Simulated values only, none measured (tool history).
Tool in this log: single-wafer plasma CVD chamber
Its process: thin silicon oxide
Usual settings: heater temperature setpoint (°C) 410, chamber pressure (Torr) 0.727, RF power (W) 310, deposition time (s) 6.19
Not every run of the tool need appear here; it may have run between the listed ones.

run     day  heater temperature setpoint (°C)  chamber pressure (Torr)  RF power (W)  deposition time (s)  wafers since the last listed run  hours since the last thermocouple change  hours since the last RF generator calibration  hours since the last manometer calibration  hours since the showerhead was replaced  hours since the gauge calibration  read-back reference wafer on the same gauge, thickness_nm  mean film thickness on the monitor wafer (angstrom)
  1       0                               410                    0.727           310                 6.19                                 0                                     834.3                                          905.7                                       641.6                                     2096                              180.7                                                     10.998                                               104.18
  2   1.817                               410                    0.727           310                 6.19                              2111                                     877.9                                          949.3                                       685.2                                   2139.6                              224.3                                                         11                                               103.76
  3   3.942                               410                    0.727           310                 6.19                              2469                                     928.9                                         1000.3                                       736.2                                   2190.6                              275.3                                                     11.005                                               103.99
  4   9.779                               410                    0.727           310                 6.19                              6783                                      1069                                         1140.4                                       876.3                                   2330.7                              415.4                                                     11.002                                               103.75
  5   13.55                               401                    0.848           310                 6.19                              4381                                    1159.5                                         1230.9                                       966.8                                   2421.2                              505.9                                                     11.017                                               120.16
  6  15.054                               401                    0.848           310                 6.19                              1747                                    1195.6                                           1267                                      1002.9                                   2457.3                                542                                                     11.003                                               119.99
  7  16.892                               401                    0.848           310                 6.19                              2135                                    1239.7                                         1311.1                                        1047                                   2501.4                              586.1                                                     10.997                                               119.52
  8  19.912                               410                    0.727           310                 6.19                              3510                                    1312.2                                         1383.6                                      1119.5                                   2573.9                              658.6                                                     10.997                                               103.35
  9  22.017                               410                    0.727           310                 6.19                              2445                                    1362.7                                         1434.1                                        1170                                   2624.4                              709.1                                                     11.006                                               102.96
 10  25.754                               410                    0.727           310                 5.44                              4343                                    1452.4                                         1523.8                                      1259.7                                   2714.1                              798.8                                                      11.01                                                91.08
     30.688  -- thermocouple changed; heater temperature recalibrated
     36.358  -- showerhead replaced, of another model than before
 11  37.096                               416                    0.727           310                 7.25                             12405                                     153.8                                           1796                                      1531.9                                     17.7                               1071                                                     11.015                                                116.7
 12  40.783                               418                    0.894           285                 5.38                              4285                                     242.3                                         1884.5                                      1620.4                                    106.2                             1159.5                                                     11.003                                                92.74
     44.246  -- RF generator calibrated
 13  44.267                               403                    0.886           285                 5.15                              3660                                     325.9                                            0.5                                        1704                                    189.8                             1243.1                                                     11.004                                                95.39
     44.829  -- gauge calibrated
     46.571  -- capacitance manometer re-zeroed and calibrated
 14  47.412                               416                    0.727           310                 7.25                              3268                                     401.4                                             76                                        20.2                                    265.3                                 62                                                     10.999                                               124.29
 15  49.158                               403                    0.727           310                 6.19                              2028                                     443.3                                          117.9                                        62.1                                    307.2                              103.9                                                     11.009                                               107.09
 16  51.012                               410                    0.668           310                 6.19                              2154                                     487.8                                          162.4                                       106.6                                    351.7                              148.4                                                     11.002                                                99.87

What will run 17 give?
 17  53.975                               410                    0.727           310                 6.19                              3442                                     558.9                                          233.5                                       177.7                                    422.8                              219.5                                                          ?                                                    ?

read-back reference wafer on the same gauge, thickness_nm: 11.01
mean film thickness on the monitor wafer (angstrom): 105.12
On a tool with no hidden condition, and with the same random variation, this run would have come out at mean film thickness on the monitor wafer (angstrom) 107.25.

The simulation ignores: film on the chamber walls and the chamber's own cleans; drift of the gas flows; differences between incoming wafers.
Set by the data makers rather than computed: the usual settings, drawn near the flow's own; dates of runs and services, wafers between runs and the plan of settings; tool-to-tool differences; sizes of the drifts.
